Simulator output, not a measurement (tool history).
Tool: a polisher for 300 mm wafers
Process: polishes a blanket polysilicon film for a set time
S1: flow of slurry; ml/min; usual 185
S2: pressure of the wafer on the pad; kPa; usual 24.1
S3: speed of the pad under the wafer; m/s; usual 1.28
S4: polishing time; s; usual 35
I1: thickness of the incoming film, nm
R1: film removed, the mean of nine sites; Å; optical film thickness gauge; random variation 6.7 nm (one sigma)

{"run": 1, "hour": 0.0, "S1": 185, "S2": 27.6, "S3": 1.28, "S4": 35, "I1": 1305.6, "R1": 5717}
{"hour": 16.8, "done": "head pressure recalibrated"}
{"run": 2, "hour": 58.1, "S1": 140, "S2": 24.1, "S3": 1.28, "S4": 43, "I1": 1295.1, "R1": 5922}
{"hour": 144.4, "done": "slurry nozzle cleaned"}
{"run": 3, "hour": 149.4, "S1": 145, "S2": 24.1, "S3": 1.28, "S4": 35, "I1": 1295.9, "R1": 5049}
{"hour": 166.4, "done": "worn pad replaced by a new one"}
{"run": 4, "hour": 256.5, "S1": 185, "S2": 24.1, "S3": 1.28, "S4": 35, "I1": 1291.5, "R1": 5384}
{"run": 5, "hour": 322.6, "S1": 185, "S2": 24.1, "S3": 1.28, "S4": 29, "I1": 1286.8, "R1": 4328}
{"run": 6, "hour": 367.6, "S1": 185, "S2": 24.1, "S3": 1.28, "S4": 29, "I1": 1296.5, "R1": 4218}
{"run": 7, "hour": 447.7, "S1": 185, "S2": 24.1, "S3": 1.28, "S4": 35, "I1": 1311.4, "R1": 4766}
{"hour": 456.5, "done": "worn pad replaced by a new one"}
{"hour": 500.4, "done": "slurry nozzle cleaned"}
{"run": 8, "hour": 502.4, "S1": 185, "S2": 24.1, "S3": 1.28, "S4": 35, "I1": 1303.2, "R1": 5399}
{"run": 9, "hour": 599.8, "S1": 185, "S2": 24.1, "S3": 1.14, "S4": 35, "I1": 1296.7, "R1": 4713}
{"run": 10, "hour": 670.5, "S1": 185, "S2": 24.1, "S3": 1.14, "S4": 35, "I1": 1303.4, "R1": 4667}
{"run": 11, "hour": 710.9, "S1": 185, "S2": 24.1, "S3": 1.14, "S4": 35, "I1": 1296.0, "R1": 4570}
{"hour": 771.4, "done": "worn pad replaced by a new one"}
{"run": 12, "hour": 804.7, "S1": 240, "S2": 20.7, "S3": 1.4, "S4": 25, "I1": 1333.4, "R1": 3312}
{"hour": 841.0, "done": "slurry nozzle cleaned"}
{"run": 13, "hour": 888.3, "S1": 235, "S2": 24.1, "S3": 1.62, "S4": 41, "I1": 1294.6, "R1": 7853}
{"run": 14, "hour": 930.0, "S1": 145, "S2": 24.1, "S3": 1.28, "S4": 35, "I1": 1318.4, "R1": 4767}
{"hour": 994.9, "done": "head pressure recalibrated"}
{"run": 15, "hour": 1041.1, "S1": 185, "S2": 24.1, "S3": 1.28, "S4": 35, "I1": 1324.3, "R1": 5312}
{"hour": 1098.3, "done": "worn pad replaced by a new one"}
{"run": 16, "hour": 1106.2, "S1": 185, "S2": 20.7, "S3": 1.5, "S4": 44, "I1": 1308.5, "R1": 6600}
{"hour": 1120.4, "done": "slurry nozzle cleaned"}
{"run": 17, "hour": 1162.5, "S1": 185, "S2": 24.1, "S3": 1.6, "S4": 35, "I1": 1331.8, "R1": 7085}
{"run": 18, "hour": 1225.4, "S1": 185, "S2": 24.1, "S3": 1.42, "S4": 29, "I1": 1335.9, "R1": 5109}
{"run": 19, "hour": 1267.0, "S1": 185, "S2": 26.9, "S3": 1.28, "S4": 35, "I1": 1284.5, "R1": 5982}
{"run": 20, "hour": 1306.4, "S1": 240, "S2": 17.2, "S3": 1.28, "S4": 35, "I1": 1331.9, "R1": 4066}
{"hour": 1396.6, "done": "worn pad replaced by a new one"}
{"run": 21, "hour": 1402.4, "S1": 185, "S2": 24.1, "S3": 1.28, "S4": 35, "I1": 1322.2, "R1": 5061}
{"hour": 1407.3, "done": "slurry nozzle cleaned"}
{"run": 22, "hour": 1460.3, "S1": 185, "S2": 26.9, "S3": 1.28, "S4": 35, "I1": 1308.4, "R1": 6142}
{"run": 23, "hour": 1567.1, "S1": 125, "S2": 28.3, "S3": 1.28, "S4": 30, "I1": 1290.5, "R1": 4888}

4 ways to go on from here, each from the tool as it stands after run 23. What would each give?
{"run": "A", "hour": 1567.5, "S1": 185, "S2": 24.1, "S3": 1.28, "S4": 35, "I1": 1329.3, "R1": "?"}
{"run": "B", "hour": 1567.5, "S1": 185, "S2": 24.1, "S3": 1.64, "S4": 35, "I1": 1329.3, "R1": "?"}
{"run": "C", "hour": 1567.5, "S1": 240, "S2": 31.0, "S3": 1.6, "S4": 29, "I1": 1329.3, "R1": "?"}
{"run": "D", "hour": 1567.5, "S1": 240, "S2": 20.7, "S3": 1.28, "S4": 35, "I1": 1329.3, "R1": "?"}

run=A R1=5312
run=B R1=6806
run=C R1=7363
run=D R1=4746
Without the tool's hidden state the same runs would have given:
run=A R1=5472
run=B R1=7011
run=C R1=7541
run=D R1=4861
